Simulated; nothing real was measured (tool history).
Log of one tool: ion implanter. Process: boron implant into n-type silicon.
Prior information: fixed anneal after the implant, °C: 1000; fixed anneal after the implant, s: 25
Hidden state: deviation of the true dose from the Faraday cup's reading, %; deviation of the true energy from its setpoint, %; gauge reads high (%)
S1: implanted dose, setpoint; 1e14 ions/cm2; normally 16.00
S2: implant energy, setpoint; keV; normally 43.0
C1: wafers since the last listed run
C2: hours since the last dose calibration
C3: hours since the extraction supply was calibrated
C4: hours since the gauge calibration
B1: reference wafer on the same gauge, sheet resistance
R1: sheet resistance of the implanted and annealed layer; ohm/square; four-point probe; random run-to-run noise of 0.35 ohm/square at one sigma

run     day     S1    S2    C1      C2      C3     C4     B1     R1
  1   0.000  16.00  43.0     0  1247.5  1695.7  217.6  89.85  81.42
  2   3.858  16.00  43.0  1507  1340.1  1788.3  310.2  89.96  81.11
  3   6.433  16.00  43.0  1006  1401.9  1850.1  372.0  90.01  81.01
  4   8.338  16.00  43.0   744  1447.6  1895.8  417.7  90.08  80.31
  5  10.404  16.00  49.5   807  1497.2  1945.4  467.3  89.86  79.41
  6  14.129  16.00  49.5  1455  1586.6  2034.8  556.7  90.00  80.10
  7  18.325  16.00  49.5  1639  1687.3  2135.5  657.4  90.15  79.41
  8  25.312  16.00  43.0  2730  1855.0  2303.2  825.1  89.98  79.36
     26.796  -- Faraday cup replaced and dose calibrated
  9  28.200  16.00  43.0   998    33.7  2372.5  894.4  90.06  81.90
 10  30.625  16.00  43.0   947    91.9  2430.7  952.6  90.05  82.43
     32.146  -- gauge calibrated
 11  34.129  13.32  30.5  1369   176.0  2514.8   47.6  89.98  97.16
 12  38.004  16.00  43.0  1514   269.0  2607.8  140.6  89.99  82.16
 13  41.871  16.00  43.0  1510   361.8  2700.6  233.4  89.95  82.46
 14  43.825  16.00  51.0   763   408.7  2747.5  280.3  90.03  81.16
     47.042  -- extraction supply calibrated
 15  47.667  16.00  49.5  1370   500.9    15.0  372.5  89.99  81.40
 16  50.792  17.39  48.5  1221   575.9    90.0  447.5  90.02  75.98
 17  54.838  18.74  43.0  1580   673.0   187.1  544.6  89.90  72.55
 18  56.450  19.93  43.0   630   711.7   225.8  583.3  90.02  69.27
 19  60.262  14.15  43.0  1489   803.2   317.3  674.8  89.94  89.91
 20  63.396  12.98  43.0  1224   878.4   392.5  750.0  90.02  96.69

4 options for the next run, each taken on its own from the tool as it stands now. Forecast them:
  A  63.412  16.00  43.0   6  878.8  392.9  750.4   ?   ?
  B  63.412  14.43  43.0   6  878.8  392.9  750.4   ?   ?
  C  63.412  13.77  43.0   6  878.8  392.9  750.4   ?   ?
  D  63.412  12.40  54.0   6  878.8  392.9  750.4   ?   ?

run     B1     R1
  A  89.98  81.66
  B  89.98  88.71
  C  89.98  92.14
  D  89.98  99.31
Without the tool's hidden state the same runs would have given:
run     R1
  A  82.08
  B  89.18
  C  92.63
  D  99.84
